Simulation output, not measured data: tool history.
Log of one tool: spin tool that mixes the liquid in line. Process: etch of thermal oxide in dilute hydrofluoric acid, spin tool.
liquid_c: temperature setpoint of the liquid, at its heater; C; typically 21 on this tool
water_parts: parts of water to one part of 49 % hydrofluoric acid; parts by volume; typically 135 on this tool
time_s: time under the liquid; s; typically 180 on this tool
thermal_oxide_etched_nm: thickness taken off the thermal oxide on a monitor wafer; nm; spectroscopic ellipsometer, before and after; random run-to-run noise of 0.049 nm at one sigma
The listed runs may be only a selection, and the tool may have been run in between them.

run,hour,liquid_c,water_parts,time_s,"read-back film thickness of the thermal oxide reference wafer, read on the same gauge (nm)",thermal_oxide_etched_nm
1,0,21,135,235,50,6.41
2,10.8,21,135,235,50,6.34
3,24.3,21,135,235,50.02,6.24
4,36.3,21,135,250,49.98,6.64
5,49.7,21,135,180,50,4.84
6,59.4,21,135,150,50.01,3.98
7,76.5,21,135,150,50.01,4.01
8,93.3,21,135,180,50.03,4.76
9,110.9,23.5,135,180,49.99,5.24
10,125.6,19.5,135,180,50.01,4.51
# hour 137.8: gauge calibrated
11,140,24,135,180,50.01,5.28
12,150.4,24,135,180,50,5.35
13,156.4,21,135,180,50.01,4.73
14,163.1,21,135,180,50.02,4.8
# hour 166.6: thermometer replaced
15,179.3,21,135,180,49.99,4.71
16,186.4,21,135,180,49.99,4.67
17,193.1,18,75,150,50.02,6.69
18,209.9,21,135,180,49.99,4.66
19,216.6,17,100,240,50.04,7.43
20,225.3,21,135,180,50.01,4.65
21,243,24,185,140,50.01,2.78
22,250.1,21,135,240,49.98,6.2
23,261.5,21,190,250,50,4.25
24,271,21,135,130,50,3.38
# hour 274.4: hydrofluoric acid flow meter replaced
25,279.2,21,190,180,50.01,3.54
26,291.6,21,135,180,50,5.38
27,301.8,23.5,135,180,50,5.78
28,313.2,21,190,180,49.98,3.53
# hour 316: gauge calibrated
29,330.6,26,70,255,50,19.04
30,342.5,25,135,180,50,6.25
31,352.1,21,135,180,50,5.33
32,369.9,17.5,135,100,50.01,2.53
33,381.4,21,135,180,50,5.25

5 options for the next run, each taken on its own from the tool as it stands now. Forecast them:
A,381.9,22.5,135,180,?,?
B,381.9,25,185,120,?,?
C,381.9,17,85,245,?,?
D,381.9,17,160,100,?,?
E,381.9,22.5,205,125,?,?

run,"read-back film thickness of the thermal oxide reference wafer, read on the same gauge (nm)",thermal_oxide_etched_nm
A,50.02,5.55
B,50.02,2.81
C,50.02,10.15
D,50.02,2.04
E,50.02,2.35
What these runs would have given with no unlogged condition in the tool:
run,thermal_oxide_etched_nm
A,5.76
B,2.91
C,10.49
D,2.11
E,2.44
